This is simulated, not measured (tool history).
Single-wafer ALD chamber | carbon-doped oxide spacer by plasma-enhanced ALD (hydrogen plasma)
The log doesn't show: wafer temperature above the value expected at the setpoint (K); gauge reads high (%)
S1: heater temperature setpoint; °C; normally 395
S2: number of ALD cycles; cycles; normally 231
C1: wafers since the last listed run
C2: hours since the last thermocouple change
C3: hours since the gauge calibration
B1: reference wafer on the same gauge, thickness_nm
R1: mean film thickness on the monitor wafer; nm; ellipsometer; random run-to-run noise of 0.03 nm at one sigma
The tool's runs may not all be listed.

run,hour,S1,S2,C1,C2,C3,B1,R1
1,0.0,395,231,0,1131.7,831.4,9.733,11.663
2,25.6,395,231,25,1157.3,857.0,9.731,11.749
3,38.2,395,231,12,1169.9,869.6,9.716,11.794
4,68.6,395,231,30,1200.3,900.0,9.721,11.660
5,83.6,398,231,14,1215.3,915.0,9.707,11.728
6,99.6,395,204,15,1231.3,931.0,9.722,10.298
7,116.7,395,231,17,1248.4,948.1,9.710,11.709
8,145.0,395,231,28,1276.7,976.4,9.709,11.689
9,160.9,406,231,15,1292.6,992.3,9.697,11.568
10,179.1,406,231,18,1310.8,1010.5,9.707,11.530
11,210.7,406,231,31,1342.4,1042.1,9.693,11.549
12,226.6,384,231,15,1358.3,1058.0,9.689,11.663
13,251.5,395,231,24,1383.2,1082.9,9.685,11.656
14,272.4,395,231,20,1404.1,1103.8,9.676,11.703
15,292.5,395,231,20,1424.2,1123.9,9.684,11.651
16,314.9,395,231,22,1446.6,1146.3,9.675,11.691
# hour 335.1: gauge calibrated
17,341.0,395,231,26,1472.7,5.9,9.934,11.968
18,354.3,395,231,13,1486.0,19.2,9.928,12.032
# hour 374.0: thermocouple changed; heater temperature recalibrated
19,374.5,395,257,12,0.5,39.4,9.930,13.323
20,387.7,395,257,13,13.7,52.6,9.926,13.302
21,401.9,407,231,14,27.9,66.8,9.904,11.751
22,419.1,386,275,17,45.1,84.0,9.919,14.197
23,481.5,395,231,62,107.5,146.4,9.890,11.976
24,510.0,395,189,28,136.0,174.9,9.900,9.759
25,525.7,406,195,15,151.7,190.6,9.902,9.961
26,553.6,395,231,27,179.6,218.5,9.893,11.910
27,575.8,386,231,22,201.8,240.7,9.871,11.912
28,591.2,410,266,15,217.2,256.1,9.873,13.404
29,619.9,382,252,28,245.9,284.8,9.888,12.947
30,643.3,407,195,23,269.3,308.2,9.870,9.829
31,665.7,382,252,22,291.7,330.6,9.863,12.978
32,696.3,395,231,30,322.3,361.2,9.859,11.905
33,729.4,406,231,33,355.4,394.3,9.856,11.734
34,753.9,395,249,24,379.9,418.8,9.850,12.849
35,775.4,395,204,21,401.4,440.3,9.840,10.489
36,799.8,395,207,24,425.8,464.7,9.840,10.643
37,815.4,395,231,15,441.4,480.3,9.829,11.826
38,836.1,408,192,20,462.1,501.0,9.831,9.657
39,862.4,390,209,26,488.4,527.3,9.820,10.687
40,878.2,395,231,15,504.2,543.1,9.823,11.874
41,897.5,388,231,19,523.5,562.4,9.817,11.889
42,916.1,395,193,18,542.1,581.0,9.816,9.843
43,936.5,383,197,20,562.5,601.4,9.810,10.041
44,968.1,395,231,31,594.1,633.0,9.789,11.788
45,1067.7,395,231,99,693.7,732.6,9.781,11.744
46,1103.5,395,190,35,729.5,768.4,9.780,9.631

5 ways to go on from here, each from the tool as it stands after run 46. What would each give?
A,1104.3,383,231,0,730.3,769.2,?,?
B,1104.3,386,256,0,730.3,769.2,?,?
C,1104.3,385,219,0,730.3,769.2,?,?
D,1104.3,383,246,0,730.3,769.2,?,?
E,1104.3,387,244,0,730.3,769.2,?,?

run,B1,R1
A,9.767,11.748
B,9.767,13.020
C,9.767,11.138
D,9.767,12.511
E,9.767,12.410
Had the tool no hidden state, the same runs would have come out as:
run,R1
A,11.903
B,13.191
C,11.285
D,12.676
E,12.573

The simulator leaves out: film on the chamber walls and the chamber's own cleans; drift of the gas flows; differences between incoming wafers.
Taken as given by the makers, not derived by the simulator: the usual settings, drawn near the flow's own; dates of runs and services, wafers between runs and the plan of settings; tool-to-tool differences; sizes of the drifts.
